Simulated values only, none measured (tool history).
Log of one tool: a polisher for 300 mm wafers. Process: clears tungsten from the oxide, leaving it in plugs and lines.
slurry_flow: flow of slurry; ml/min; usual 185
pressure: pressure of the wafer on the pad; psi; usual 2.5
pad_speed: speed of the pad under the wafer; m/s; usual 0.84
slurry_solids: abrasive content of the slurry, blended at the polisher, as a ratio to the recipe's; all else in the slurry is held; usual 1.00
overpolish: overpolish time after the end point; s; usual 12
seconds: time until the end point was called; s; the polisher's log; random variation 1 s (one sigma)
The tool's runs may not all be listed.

run	hour	slurry_flow	pressure	pad_speed	slurry_solids	overpolish	incoming thickness of the incoming film, nm	seconds
1	0.0	185	2.5	0.84	1.00	14	278.8	120.6
# hour 66.8: worn pad replaced by a new one
2	68.4	185	2.5	0.84	1.00	14	280.6	122.5
# hour 142.2: slurry blender recalibrated
3	159.1	185	2.5	0.84	1.00	14	281.9	114.4
# hour 214.3: slurry tank refilled with fresh slurry and peroxide
4	217.1	185	2.5	0.84	1.00	7	283.4	117.4
5	309.0	185	1.9	0.94	0.75	17	279.8	158.5
6	381.3	185	2.5	0.84	1.00	9	282.6	121.4
# hour 392.8: slurry nozzle cleaned
7	452.1	235	2.5	0.84	0.90	12	278.3	123.2
8	530.7	185	3.2	0.92	0.75	12	280.1	99.9
9	621.7	185	2.5	0.84	1.00	15	279.1	119.7
10	682.9	185	2.5	0.84	0.80	12	275.4	128.2
# hour 687.6: head pressure recalibrated
# hour 824.0: worn pad replaced by a new one
# hour 872.7: slurry blender recalibrated
# hour 875.9: slurry tank refilled with fresh slurry and peroxide
11	906.0	185	2.5	0.84	1.00	14	280.5	115.5
12	991.3	185	2.9	0.84	1.00	12	278.9	100.5
# hour 1079.1: slurry nozzle cleaned
13	1151.9	185	1.8	0.84	1.00	12	281.2	166.3
14	1229.6	185	2.5	0.84	1.00	12	283.8	120.5
15	1327.6	120	2.5	0.70	1.15	6	279.3	144.9
16	1369.1	215	2.5	0.84	1.00	12	284.8	119.7
17	1425.2	185	2.0	0.84	1.00	12	278.8	151.6
18	1478.9	185	2.5	0.94	1.00	12	280.4	108.7
# hour 1504.0: head pressure recalibrated
# hour 1514.6: worn pad replaced by a new one
19	1521.8	185	2.5	0.94	1.00	12	286.0	111.0
20	1602.0	185	3.2	0.84	1.00	12	283.5	96.7
# hour 1646.6: slurry blender recalibrated
# hour 1649.3: slurry tank refilled with fresh slurry and peroxide
21	1661.4	220	2.5	0.84	1.00	12	284.3	116.1
22	1743.6	185	2.5	0.84	1.30	12	282.1	107.7
23	1807.5	145	2.3	0.84	0.90	6	279.5	136.7
# hour 1811.7: slurry nozzle cleaned
24	1856.0	185	2.5	0.84	1.00	12	283.3	122.2
25	1919.1	185	2.9	0.84	1.00	12	281.1	102.6
26	2011.6	185	2.9	0.56	1.00	12	282.2	152.2

What the log doesn't show, run by run:
removal rate lost through wear of the pad, %: 0 in every run
slurry flow missing at the pad, %: 0 in every run
deviation of the head's pressure from its setpoint, %: 0 in every run
peroxide lost from the slurry, %: 0 in every run
H1: abrasive missing from the slurry, %
run	H1
1	13
2	13.4
3	2.09
4	4.88
5	8.07
6	9.8
7	11
8	12
9	12.8
10	13.2
11	2.08
12	5.69
13	9.68
14	10.8
15	11.8
16	12
17	12.4
18	12.6
19	12.8
20	13
21	2.57
22	6.37
23	8.5
24	9.76
25	11
26	12.4
